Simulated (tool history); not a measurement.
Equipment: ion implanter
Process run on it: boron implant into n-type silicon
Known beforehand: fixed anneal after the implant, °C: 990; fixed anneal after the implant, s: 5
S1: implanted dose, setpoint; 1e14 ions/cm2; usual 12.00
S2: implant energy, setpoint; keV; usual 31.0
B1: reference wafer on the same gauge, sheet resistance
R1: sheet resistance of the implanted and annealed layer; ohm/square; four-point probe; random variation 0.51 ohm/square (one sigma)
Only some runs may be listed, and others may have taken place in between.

run,hour,S1,S2,B1,R1
1,0.0,12.00,31.0,116.01,106.04
2,60.8,12.00,31.0,116.08,104.11
3,253.6,12.00,31.0,115.94,105.01
4,318.6,12.00,31.0,115.96,104.82
5,364.8,12.00,31.0,116.13,105.06
6,419.9,12.00,31.0,116.20,105.22
7,498.4,12.00,31.0,115.99,105.05
8,557.0,12.00,31.0,116.05,105.34
9,648.2,12.00,39.0,116.07,104.28
10,749.8,12.00,39.0,116.10,105.30
11,855.8,12.00,31.0,115.92,104.90
12,905.0,12.00,24.5,116.05,106.61
13,974.4,12.00,24.5,116.11,108.05
14,1024.1,12.00,24.5,116.17,107.28
15,1109.4,12.00,34.0,116.06,105.09
16,1199.0,12.00,34.0,116.03,105.32
17,1263.5,12.00,24.5,115.99,107.20
18,1369.7,15.35,22.0,116.08,93.76
19,1431.8,13.63,31.0,116.09,96.76
20,1483.0,12.00,31.0,115.96,105.39
21,1583.9,12.00,31.0,116.05,106.08
22,1623.2,14.69,25.0,115.97,93.81
23,1709.6,9.36,22.0,116.15,129.10
24,1799.7,14.56,23.0,116.17,96.23
25,1891.8,15.58,37.5,115.92,87.82
26,1932.1,12.00,31.0,116.06,105.14
27,1971.8,14.89,21.0,116.06,96.08
28,2072.0,12.00,24.5,115.81,106.66
29,2150.0,14.27,22.0,115.95,97.15
30,2216.0,12.00,25.5,116.09,107.37
31,2284.9,12.00,31.0,116.08,105.32
32,2374.2,10.86,28.0,115.87,114.36
33,2443.0,10.92,37.0,116.10,112.73

Missing from the log above: 3 entries noted between runs. For each, name the pair of listed runs it sits between and say how the tool's hidden condition differs from the listed run just before to the listed run just after:
Logged between run 11 and run 12: Faraday cup replaced and dose calibrated (hour 904.5)
  no difference in the tool's unlogged condition between these two runs
Logged between run 17 and run 18: gauge calibrated (hour 1317.7)
  no difference in the tool's unlogged condition between these two runs
Logged between run 24 and run 25: extraction supply calibrated (hour 1844.3)
  no difference in the tool's unlogged condition between these two runs
